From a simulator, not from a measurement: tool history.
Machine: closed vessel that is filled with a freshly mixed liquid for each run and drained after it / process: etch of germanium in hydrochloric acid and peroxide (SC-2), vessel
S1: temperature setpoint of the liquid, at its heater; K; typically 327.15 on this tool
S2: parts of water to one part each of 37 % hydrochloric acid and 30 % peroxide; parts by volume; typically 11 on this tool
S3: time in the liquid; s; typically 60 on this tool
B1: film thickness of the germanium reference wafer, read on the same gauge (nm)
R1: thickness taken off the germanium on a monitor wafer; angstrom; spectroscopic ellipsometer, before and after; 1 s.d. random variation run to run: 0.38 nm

run 1 day=0 | S1=327.15 S2=11 S3=60 | B1=129.99 | R1=1879.6
run 2 day=2.112 | S1=327.15 S2=11 S3=60 | B1=130.01 | R1=1864.1
run 3 day=4.446 | S1=327.15 S2=11 S3=60 | B1=129.97 | R1=1864.2
run 4 day=7.296 | S1=327.15 S2=11 S3=60 | B1=129.96 | R1=1865.5
run 5 day=9.192 | S1=327.15 S2=11 S3=60 | B1=130.07 | R1=1863.9
run 6 day=12.067 | S1=327.15 S2=11 S3=60 | B1=129.96 | R1=1858.7
run 7 day=14.938 | S1=327.15 S2=11 S3=60 | B1=130 | R1=1861.3
-- day=15.196 chemicals flow meter replaced
run 8 day=16.892 | S1=334.65 S2=11 S3=60 | B1=129.99 | R1=2326.3
run 9 day=19.675 | S1=327.15 S2=11 S3=60 | B1=130.01 | R1=1850.3
run 10 day=21.808 | S1=318.15 S2=12.5 S3=80 | B1=129.98 | R1=1827.7
run 11 day=23.029 | S1=327.15 S2=11 S3=60 | B1=130.01 | R1=1851.7
run 12 day=24.692 | S1=332.15 S2=9 S3=60 | B1=130.01 | R1=2198.5
-- day=24.938 new drum of peroxide connected
-- day=26.683 thermometer replaced
run 13 day=26.892 | S1=334.15 S2=16.5 S3=80 | B1=129.95 | R1=2924.1
-- day=26.925 gauge calibrated
run 14 day=27.921 | S1=330.65 S2=6 S3=85 | B1=129.95 | R1=3148
run 15 day=32.158 | S1=327.15 S2=15 S3=50 | B1=130.04 | R1=1513.7
run 16 day=33.683 | S1=322.65 S2=11 S3=45 | B1=130.06 | R1=1233.2

Measured minus without-hidden-state, run by run (identical run-to-run variation in each term; gauge scatter may differ):
Hidden state present: liquid colder than its thermometer reads (K); chemicals flow above the setpoint (%); peroxide weaker than its label (%); gauge reads high (%).
run=1 R1=-35
run=2 R1=-36.9
run=3 R1=-39.8
run=4 R1=-43
run=5 R1=-45
run=6 R1=-47.5
run=7 R1=-50.7
run=8 R1=-67
run=9 R1=-55.8
run=10 R1=-59.4
run=11 R1=-59.3
run=12 R1=-67.9
run=13 R1=-9.6
run=14 R1=-5.9
run=15 R1=-9.1
run=16 R1=-7.2

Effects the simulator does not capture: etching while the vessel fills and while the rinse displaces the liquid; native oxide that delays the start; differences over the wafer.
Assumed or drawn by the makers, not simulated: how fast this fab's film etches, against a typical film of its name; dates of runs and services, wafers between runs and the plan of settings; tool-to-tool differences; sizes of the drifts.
